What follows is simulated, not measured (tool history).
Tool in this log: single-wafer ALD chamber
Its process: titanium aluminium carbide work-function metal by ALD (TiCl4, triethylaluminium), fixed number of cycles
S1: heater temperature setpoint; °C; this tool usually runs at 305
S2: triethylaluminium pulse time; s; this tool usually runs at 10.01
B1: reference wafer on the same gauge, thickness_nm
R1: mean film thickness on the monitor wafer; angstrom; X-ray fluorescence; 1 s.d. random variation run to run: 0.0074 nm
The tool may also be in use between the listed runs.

run	hour	S1	S2	B1	R1
1	0	301	10.01	2.22	19.84
2	52.4	301	10.01	2.221	19.77
3	79.5	301	10.01	2.22	19.79
4	141.4	293	13	2.221	19.4
5	175.6	308	10.01	2.219	20.3
# hour 198.6: thermocouple changed; heater temperature recalibrated
6	223.6	308	10.01	2.22	20.31
7	261.6	308	10.01	2.221	20.22
8	300.9	310	10.01	2.218	20.51
9	351.5	310	10.01	2.22	20.5
10	413.8	299	10.01	2.218	19.41
11	450.7	299	10.01	2.221	19.41
12	488.3	305	10.01	2.22	20.01
# hour 509.5: gauge calibrated
13	523.6	300	7.6	2.219	18.64
14	731.4	305	10.01	2.219	19.88
15	770.5	297	8.49	2.221	18.73
16	840.1	305	10.01	2.219	19.99
# hour 885.6: triethylaluminium bottle replaced
17	886.1	305	13.08	2.221	20.86
18	953.5	305	13.4	2.219	20.85
19	1003	305	10.01	2.22	20.44
# hour 1017.1: showerhead replaced
# hour 1074.8: thermocouple changed; heater temperature recalibrated
20	1114.4	291	8.78	2.219	18.62
21	1178.5	299	11.69	2.218	20.04
22	1246.7	300	10.01	2.22	19.74
# hour 1271.3: gauge calibrated
23	1298.5	299	8.47	2.221	19.1
24	1338.5	293	13	2.219	19.57
25	1373.6	300	13.03	2.219	20.26
26	1425.8	305	10.01	2.221	20.19
27	1455.9	305	10.01	2.22	20.08
28	1492.6	315	7	2.22	19.94
29	1545.2	311	10.01	2.22	20.81

Consider 4 possible next runs. They are alternatives, not a sequence: every one starts from the tool as it was left by run 29. What does each give?
A	1545.6	305	10.01	?	?
B	1545.6	317	10.01	?	?
C	1545.6	314	8.04	?	?
D	1545.6	295	7.49	?	?

run	B1	R1
A	2.22	20.21
B	2.22	21.4
C	2.22	20.4
D	2.22	18.36
What these runs would have given with no unlogged condition in the tool:
run	R1
A	20.66
B	21.88
C	21.06
D	19.01

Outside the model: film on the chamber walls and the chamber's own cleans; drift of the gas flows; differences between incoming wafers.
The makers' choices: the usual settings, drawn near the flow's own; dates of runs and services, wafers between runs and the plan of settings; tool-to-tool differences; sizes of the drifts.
